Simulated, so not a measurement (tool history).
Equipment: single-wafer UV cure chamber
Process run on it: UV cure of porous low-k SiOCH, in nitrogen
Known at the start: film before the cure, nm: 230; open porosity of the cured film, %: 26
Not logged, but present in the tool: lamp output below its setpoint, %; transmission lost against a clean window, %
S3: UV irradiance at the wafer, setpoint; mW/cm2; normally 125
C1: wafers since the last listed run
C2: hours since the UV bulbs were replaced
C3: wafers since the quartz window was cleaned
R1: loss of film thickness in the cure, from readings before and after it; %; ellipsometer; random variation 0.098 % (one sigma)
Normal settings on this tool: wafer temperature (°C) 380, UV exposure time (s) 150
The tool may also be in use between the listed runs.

Run 1, hour 0: usual settings but wafer temperature (°C) 395, S3 101 mW/cm2; C1 0; C2 2179.1; C3 266. Result: R1 11.556 %.
Run 2, hour 11.8: usual settings; C1 65; C2 2190.9; C3 332. Result: R1 12.069 %.
Run 3, hour 24.7: usual settings; C1 72; C2 2203.8; C3 404. Result: R1 12.153 %.
Run 4, hour 58.3: usual settings; C1 187; C2 2237.4; C3 592. Result: R1 11.86 %.
Run 5, hour 69.9: usual settings; C1 64; C2 2249; C3 657. Result: R1 11.62 %.
Run 6, hour 78.9: usual settings but wafer temperature (°C) 371, S3 154 mW/cm2; C1 50; C2 2258; C3 707. Result: R1 12.591 %.
Run 7, hour 114.7: usual settings; C1 199; C2 2293.8; C3 907. Result: R1 11.445 %.
At hour 133.4: UV bulbs replaced.
At hour 146.4: quartz window cleaned.
Run 8, hour 148.2: usual settings but UV exposure time (s) 85; C1 97; C2 14.8; C3 10. Result: R1 9.509 %.
Run 9, hour 154.9: usual settings but S3 151 mW/cm2; C1 37; C2 21.5; C3 47. Result: R1 13.196 %.
Run 10, hour 163.9: usual settings but wafer temperature (°C) 393, UV exposure time (s) 65, S3 161 mW/cm2; C1 50; C2 30.5; C3 97. Result: R1 9.707 %.
Run 11, hour 173.3: usual settings but wafer temperature (°C) 389, UV exposure time (s) 100, S3 145 mW/cm2; C1 52; C2 39.9; C3 150. Result: R1 11.171 %.
Run 12, hour 189.3: usual settings; C1 89; C2 55.9; C3 239. Result: R1 12.187 %.
Run 13, hour 196.8: usual settings; C1 41; C2 63.4; C3 281. Result: R1 12.151 %.
Run 14, hour 213.1: usual settings but S3 94 mW/cm2; C1 91; C2 79.7; C3 372. Result: R1 10.687 %.

What the log doesn't show, run by run:
lamp output below its setpoint, %: 0 on each run
H1: transmission lost against a clean window, %
run     H1
  1   1.31
  2   1.98
  3   2.88
  4   6.06
  5   7.44
  6    8.6
  7   14.1
  8  0.652
  9  0.689
 10  0.813
 11   1.03
 12   1.63
 13      2
 14   3.01
